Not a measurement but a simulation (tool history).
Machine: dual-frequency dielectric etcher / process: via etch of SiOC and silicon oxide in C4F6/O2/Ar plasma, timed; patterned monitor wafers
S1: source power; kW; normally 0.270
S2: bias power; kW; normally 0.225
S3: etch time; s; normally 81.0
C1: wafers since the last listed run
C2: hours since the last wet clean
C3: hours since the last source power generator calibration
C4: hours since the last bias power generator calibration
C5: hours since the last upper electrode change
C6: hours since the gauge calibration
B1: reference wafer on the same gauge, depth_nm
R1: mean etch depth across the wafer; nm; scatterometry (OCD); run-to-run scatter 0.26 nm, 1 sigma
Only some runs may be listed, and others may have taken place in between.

run,hour,S1,S2,S3,C1,C2,C3,C4,C5,C6,B1,R1
1,0.0,0.240,0.225,81.0,0,255.0,5279.9,4538.4,2299.5,374.6,67.6,74.8
2,14.2,0.240,0.225,81.0,96,269.2,5294.1,4552.6,2313.7,388.8,67.6,75.7
3,31.4,0.240,0.225,81.0,117,286.4,5311.3,4569.8,2330.9,406.0,67.6,75.8
4,38.9,0.270,0.225,81.0,51,293.9,5318.8,4577.3,2338.4,413.5,67.6,77.6
# hour 56.3: bias power generator calibrated
5,82.6,0.270,0.251,62.0,270,337.6,5362.5,26.3,2382.1,457.2,67.6,61.5
6,94.3,0.270,0.251,62.0,79,349.3,5374.2,38.0,2393.8,468.9,67.7,61.6
7,107.3,0.270,0.251,62.0,88,362.3,5387.2,51.0,2406.8,481.9,67.6,61.6
8,117.5,0.290,0.225,81.0,69,372.5,5397.4,61.2,2417.0,492.1,67.6,78.9
9,124.0,0.270,0.182,92.0,44,379.0,5403.9,67.7,2423.5,498.6,67.7,82.8
10,140.5,0.270,0.225,81.0,112,395.5,5420.4,84.2,2440.0,515.1,67.6,78.3
11,154.7,0.290,0.275,102.0,96,409.7,5434.6,98.4,2454.2,529.3,67.6,107.0
12,162.4,0.320,0.172,70.0,52,417.4,5442.3,106.1,2461.9,537.0,67.6,64.9
13,177.4,0.270,0.225,63.5,102,432.4,5457.3,121.1,2476.9,552.0,67.6,61.2
14,194.5,0.330,0.170,81.0,116,449.5,5474.4,138.2,2494.0,569.1,67.5,75.8
15,209.6,0.330,0.178,62.0,102,464.6,5489.5,153.3,2509.1,584.2,67.6,58.4
# hour 229.5: gauge calibrated
# hour 243.6: upper electrode replaced, of another model than before
16,244.1,0.270,0.225,81.0,71,499.1,5524.0,187.8,0.5,14.6,67.6,78.1
17,244.4,0.270,0.225,81.0,2,499.4,5524.3,188.1,0.8,14.9,67.6,78.4
# hour 255.1: source power generator calibrated
18,255.6,0.270,0.267,73.5,48,510.6,0.5,199.3,12.0,26.1,67.5,77.1
19,268.3,0.270,0.225,102.0,86,523.3,13.2,212.0,24.7,38.8,67.6,99.3
20,279.4,0.270,0.225,81.0,75,534.4,24.3,223.1,35.8,49.9,67.6,78.3
# hour 313.0: wet clean of the chamber
21,313.5,0.270,0.225,57.0,68,0.5,58.4,257.2,69.9,84.0,67.6,54.0
22,313.9,0.270,0.225,81.0,2,0.9,58.8,257.6,70.3,84.4,67.6,76.2
23,314.2,0.210,0.225,67.0,2,1.2,59.1,257.9,70.6,84.7,67.6,58.1
24,327.4,0.310,0.262,94.5,89,14.4,72.3,271.1,83.8,97.9,67.6,99.2
25,344.4,0.270,0.199,81.0,115,31.4,89.3,288.1,100.8,114.9,67.6,72.6
26,353.2,0.290,0.225,63.0,59,40.2,98.1,296.9,109.6,123.7,67.6,61.1
27,394.0,0.340,0.225,81.0,277,81.0,138.9,337.7,150.4,164.5,67.5,82.2
28,401.1,0.240,0.247,81.0,48,88.1,146.0,344.8,157.5,171.6,67.6,76.8
29,411.9,0.270,0.225,81.0,73,98.9,156.8,355.6,168.3,182.4,67.6,76.6
30,421.4,0.250,0.225,91.0,64,108.4,166.3,365.1,177.8,191.9,67.5,84.4
31,439.3,0.220,0.243,61.0,121,126.3,184.2,383.0,195.7,209.8,67.6,56.2

Measured minus without-hidden-state, run by run (identical run-to-run variation in each term; gauge scatter may differ):
Unlogged tool condition in this case: etch rate over this chamber's usual, %; source power that arrives over what is set, %; bias power that arrives over what is set, %; gauge reads high (%).
run,R1
1,+1.3
2,+1.4
3,+1.5
4,+1.5
5,+1.3
6,+1.4
7,+1.5
8,+1.9
9,+2.0
10,+2.0
11,+2.8
12,+1.7
13,+1.7
14,+2.1
15,+1.6
16,+2.4
17,+2.4
18,+2.4
19,+3.1
20,+2.5
21,+0.1
22,+0.1
23,+0.1
24,+0.3
25,+0.3
26,+0.3
27,+0.5
28,+0.5
29,+0.6
30,+0.7
31,+0.5
